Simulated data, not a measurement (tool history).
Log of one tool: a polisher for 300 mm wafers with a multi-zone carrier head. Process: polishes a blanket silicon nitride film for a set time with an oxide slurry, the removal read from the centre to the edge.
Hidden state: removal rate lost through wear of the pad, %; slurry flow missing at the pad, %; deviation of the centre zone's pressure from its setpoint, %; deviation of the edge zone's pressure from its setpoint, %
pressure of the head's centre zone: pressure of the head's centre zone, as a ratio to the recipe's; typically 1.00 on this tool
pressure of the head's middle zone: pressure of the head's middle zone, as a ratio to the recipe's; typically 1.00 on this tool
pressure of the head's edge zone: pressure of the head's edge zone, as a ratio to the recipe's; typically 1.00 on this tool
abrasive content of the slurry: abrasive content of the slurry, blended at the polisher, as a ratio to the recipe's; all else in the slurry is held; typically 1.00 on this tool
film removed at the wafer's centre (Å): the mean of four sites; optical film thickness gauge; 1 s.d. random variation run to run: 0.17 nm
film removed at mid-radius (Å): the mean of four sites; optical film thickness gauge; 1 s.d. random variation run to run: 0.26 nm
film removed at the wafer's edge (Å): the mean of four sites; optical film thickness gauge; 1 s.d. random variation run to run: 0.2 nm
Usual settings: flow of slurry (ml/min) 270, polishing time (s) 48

| run | day | flow of slurry (ml/min) | pressure of the head's centre zone | pressure of the head's middle zone | pressure of the head's edge zone | abrasive content of the slurry | polishing time (s) | wafers since the last listed run | wafers polished on this pad | hours since the slurry nozzle was cleaned | hours since the centre zone pressure was calibrated | hours since the edge zone pressure was calibrated | hours since the carrier head's membrane was replaced | incoming thickness of the incoming film, nm | film removed at the wafer's centre (Å) | film removed at mid-radius (Å) | film removed at the wafer's edge (Å) |
|---|---|---|---|---|---|---|---|---|---|---|---|---|---|---|---|---|---|
| 1 | 0.000 | 270 | 1.00 | 1.00 | 1.00 | 1.00 | 48 | 0 | 424 | 428.0 | 22.2 | 973.2 | 28.2 | 564.9 | 220 | 215 | 217 |
| 2 | 0.700 | 270 | 1.00 | 1.09 | 0.97 | 1.25 | 48 | 224 | 648 | 444.8 | 39.0 | 990.0 | 45.0 | 552.9 | 245 | 263 | 243 |
| 3 | 1.029 | 270 | 1.00 | 1.06 | 1.00 | 0.75 | 48 | 105 | 754 | 452.7 | 46.9 | 997.9 | 52.9 | 563.0 | 178 | 182 | 178 |
| 4 | 1.662 | 240 | 1.00 | 1.00 | 1.00 | 1.25 | 48 | 203 | 957 | 467.9 | 62.1 | 1013.1 | 68.1 | 548.3 | 243 | 238 | 239 |
|  | 2.288 | worn pad replaced by a new one |
| 5 | 2.308 | 270 | 1.00 | 1.00 | 1.00 | 1.00 | 33 | 153 | 6 | 483.4 | 77.6 | 1028.6 | 83.6 | 561.1 | 155 | 151 | 154 |
| 6 | 2.542 | 270 | 1.00 | 1.00 | 1.00 | 1.20 | 48 | 74 | 81 | 489.0 | 83.2 | 1034.2 | 89.2 | 558.3 | 248 | 244 | 250 |
| 7 | 3.133 | 270 | 1.00 | 1.10 | 1.00 | 1.00 | 48 | 189 | 271 | 503.2 | 97.4 | 1048.4 | 103.4 | 559.9 | 222 | 240 | 219 |
| 8 | 3.492 | 180 | 1.00 | 0.94 | 0.95 | 1.00 | 57 | 114 | 385 | 511.8 | 106.0 | 1057.0 | 112.0 | 556.5 | 256 | 239 | 247 |
| 9 | 3.979 | 190 | 1.00 | 1.06 | 1.00 | 1.20 | 37 | 156 | 542 | 523.5 | 117.7 | 1068.7 | 123.7 | 557.9 | 181 | 191 | 183 |
| 10 | 4.292 | 270 | 1.00 | 1.00 | 0.89 | 1.00 | 48 | 100 | 642 | 531.0 | 125.2 | 1076.2 | 131.2 | 558.5 | 219 | 218 | 206 |
| 11 | 5.021 | 210 | 0.96 | 1.00 | 1.00 | 1.00 | 48 | 233 | 876 | 548.5 | 142.7 | 1093.7 | 148.7 | 551.6 | 208 | 211 | 213 |
|  | 5.262 | edge zone pressure recalibrated |
| 12 | 5.508 | 270 | 1.00 | 1.09 | 1.00 | 1.20 | 48 | 129 | 1006 | 560.2 | 154.4 | 5.9 | 160.4 | 553.8 | 241 | 254 | 240 |
|  | 5.729 | slurry nozzle cleaned |
| 13 | 5.862 | 270 | 1.00 | 1.00 | 1.00 | 1.00 | 48 | 100 | 1106 | 3.2 | 162.9 | 14.4 | 168.9 | 557.9 | 218 | 217 | 218 |
| 14 | 6.358 | 270 | 1.00 | 1.00 | 1.00 | 1.00 | 48 | 159 | 1265 | 15.1 | 174.8 | 26.3 | 180.8 | 559.5 | 218 | 218 | 218 |
|  | 6.946 | worn pad replaced by a new one |
| 15 | 6.967 | 270 | 1.00 | 1.00 | 1.00 | 1.00 | 48 | 141 | 6 | 29.7 | 189.4 | 40.9 | 195.4 | 555.5 | 225 | 223 | 219 |
| 16 | 7.604 | 270 | 1.00 | 1.06 | 1.00 | 0.75 | 61 | 204 | 210 | 45.0 | 204.7 | 56.2 | 210.7 | 566.7 | 230 | 240 | 231 |
| 17 | 8.458 | 270 | 1.00 | 1.00 | 1.06 | 0.80 | 39 | 273 | 484 | 65.5 | 225.2 | 76.7 | 231.2 | 552.1 | 154 | 151 | 155 |
| 18 | 10.408 | 220 | 1.08 | 1.00 | 0.95 | 1.00 | 39 | 625 | 1110 | 112.3 | 272.0 | 123.5 | 278.0 | 567.2 | 187 | 172 | 171 |
| 19 | 10.771 | 270 | 1.00 | 1.00 | 1.00 | 1.00 | 48 | 116 | 1226 | 121.0 | 280.7 | 132.2 | 286.7 | 558.0 | 217 | 221 | 217 |
| 20 | 11.088 | 270 | 0.90 | 1.00 | 0.91 | 1.00 | 48 | 101 | 1327 | 128.6 | 288.3 | 139.8 | 294.3 | 559.2 | 199 | 216 | 209 |
|  | 11.708 | worn pad replaced by a new one |
| 21 | 11.729 | 270 | 1.00 | 1.00 | 1.00 | 1.00 | 48 | 152 | 6 | 144.0 | 303.7 | 155.2 | 309.7 | 570.3 | 225 | 223 | 225 |

Each row is a separate what-if for the run after 21, all from the same tool condition, not one after another. Results?
| A | 11.746 | 270 | 1.00 | 1.00 | 1.00 | 1.00 | 48 | 5 | 12 | 144.4 | 304.1 | 155.6 | 310.1 | 557.6 | ? | ? | ? |
| B | 11.746 | 270 | 1.00 | 1.00 | 1.04 | 1.00 | 41 | 5 | 12 | 144.4 | 304.1 | 155.6 | 310.1 | 557.6 | ? | ? | ? |
| C | 11.746 | 270 | 1.00 | 0.95 | 1.00 | 1.00 | 48 | 5 | 12 | 144.4 | 304.1 | 155.6 | 310.1 | 557.6 | ? | ? | ? |
| D | 11.746 | 205 | 1.00 | 1.00 | 1.00 | 1.00 | 48 | 5 | 12 | 144.4 | 304.1 | 155.6 | 310.1 | 557.6 | ? | ? | ? |
| E | 11.746 | 270 | 1.00 | 1.00 | 0.90 | 1.00 | 59 | 5 | 12 | 144.4 | 304.1 | 155.6 | 310.1 | 557.6 | ? | ? | ? |

| run | film removed at the wafer's centre (Å) | film removed at mid-radius (Å) | film removed at the wafer's edge (Å) |
|---|---|---|---|
| A | 226 | 224 | 222 |
| B | 193 | 191 | 193 |
| C | 226 | 214 | 222 |
| D | 221 | 219 | 219 |
| E | 278 | 275 | 260 |
Had the tool no hidden state, the same runs would have come out as:
| run | film removed at the wafer's centre (Å) | film removed at mid-radius (Å) | film removed at the wafer's edge (Å) |
|---|---|---|---|
| A | 227 | 224 | 222 |
| B | 194 | 191 | 194 |
| C | 227 | 215 | 222 |
| D | 222 | 220 | 219 |
| E | 279 | 276 | 260 |
